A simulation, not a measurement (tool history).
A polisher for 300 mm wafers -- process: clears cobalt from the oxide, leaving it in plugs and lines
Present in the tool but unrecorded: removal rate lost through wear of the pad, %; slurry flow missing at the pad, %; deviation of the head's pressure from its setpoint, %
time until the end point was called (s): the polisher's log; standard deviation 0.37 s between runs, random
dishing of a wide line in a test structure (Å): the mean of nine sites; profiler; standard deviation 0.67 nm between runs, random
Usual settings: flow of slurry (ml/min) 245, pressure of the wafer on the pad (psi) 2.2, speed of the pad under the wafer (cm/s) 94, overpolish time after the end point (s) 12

run,hour,flow of slurry (ml/min),pressure of the wafer on the pad (psi),speed of the pad under the wafer (cm/s),overpolish time after the end point (s),wafers since the last listed run,wafers polished on this pad,hours since the slurry nozzle was cleaned,hours since the head pressure was calibrated,"incoming thickness of the incoming film, nm",time until the end point was called (s),dishing of a wide line in a test structure (Å)
1,0.0,245,2.2,94,7,0,1695,340.7,833.5,192.1,46.5,224
# hour 36.1: worn pad replaced by a new one
2,101.9,245,2.2,94,7,1271,853,442.6,935.4,192.5,47.0,233
3,126.6,245,2.2,94,9,320,1174,467.3,960.1,187.7,46.9,267
4,144.1,245,2.2,94,9,227,1401,484.8,977.6,190.0,47.3,267
# hour 169.3: worn pad replaced by a new one
5,169.8,245,2.2,72,12,281,6,510.5,1003.3,192.8,62.0,268
6,193.8,245,2.2,80,12,311,317,534.5,1027.3,189.7,55.9,298
7,219.1,245,2.2,80,12,328,646,559.8,1052.6,186.4,54.9,297
# hour 220.2: slurry nozzle cleaned
# hour 222.1: head pressure recalibrated
8,246.2,245,2.2,80,12,314,961,26.0,24.1,189.9,52.3,297
9,260.8,245,2.2,94,12,189,1150,40.6,38.7,188.8,45.0,335
10,289.5,245,2.2,94,12,372,1523,69.3,67.4,186.8,44.8,321
11,306.6,245,2.2,94,12,222,1745,86.4,84.5,190.2,45.5,320
# hour 317.2: worn pad replaced by a new one
12,326.2,245,2.8,94,12,202,116,106.0,104.1,187.8,38.5,353
13,338.6,245,2.8,94,12,160,277,118.4,116.5,193.7,39.5,351
14,374.5,245,2.2,94,12,466,743,154.3,152.4,192.5,46.9,329
15,391.3,245,2.2,94,12,218,961,171.1,169.2,190.0,45.9,312
16,404.7,245,2.8,122,12,173,1135,184.5,182.6,191.0,29.8,400
17,431.5,325,1.9,94,12,347,1483,211.3,209.4,187.8,48.2,312
# hour 449.9: worn pad replaced by a new one
18,465.4,245,2.2,94,12,388,201,245.2,243.3,189.6,46.7,329
19,498.6,215,2.9,94,12,431,632,278.4,276.5,192.2,39.4,340
20,534.3,300,1.8,102,18,463,1095,314.1,312.2,192.1,48.8,407
21,563.8,245,2.8,74,12,383,1478,343.6,341.7,189.7,50.0,309
22,581.7,280,2.2,94,12,232,1711,361.5,359.6,187.8,44.7,323
23,596.8,245,2.0,68,16,196,1907,376.6,374.7,191.5,69.5,302
# hour 605.7: worn pad replaced by a new one
24,624.9,245,2.0,94,17,312,249,404.7,402.8,186.7,48.7,372
25,653.7,245,1.6,94,17,373,623,433.5,431.6,191.4,59.5,342
26,674.8,245,2.2,94,18,273,897,454.6,452.7,189.5,46.9,390
27,693.3,210,1.7,94,17,240,1137,473.1,471.2,189.4,57.4,340
28,706.3,220,2.2,94,12,168,1306,486.1,484.2,193.7,49.6,317
# hour 730.1: worn pad replaced by a new one
29,730.6,245,2.2,94,12,263,7,510.4,508.5,192.0,48.2,323

Consider 5 possible next runs. They are alternatives, not a sequence: every one starts from the tool as it was left by run 29. What does each give?
A,731.0,245,2.2,94,12,5,12,510.8,508.9,188.8,?,?
B,731.0,275,2.2,110,5,5,12,510.8,508.9,188.8,?,?
C,731.0,305,1.5,94,18,5,12,510.8,508.9,188.8,?,?
D,731.0,175,2.0,94,12,5,12,510.8,508.9,188.8,?,?
E,731.0,165,2.5,112,12,5,12,510.8,508.9,188.8,?,?

run,time until the end point was called (s),dishing of a wide line in a test structure (Å)
A,47.5,325
B,40.1,201
C,59.2,360
D,53.9,301
E,39.4,358
With the hidden condition removed and each run's random variation left untouched, the same runs would have given:
run,time until the end point was called (s),dishing of a wide line in a test structure (Å)
A,44.7,336
B,38.0,210
C,56.3,369
D,49.8,316
E,36.2,374
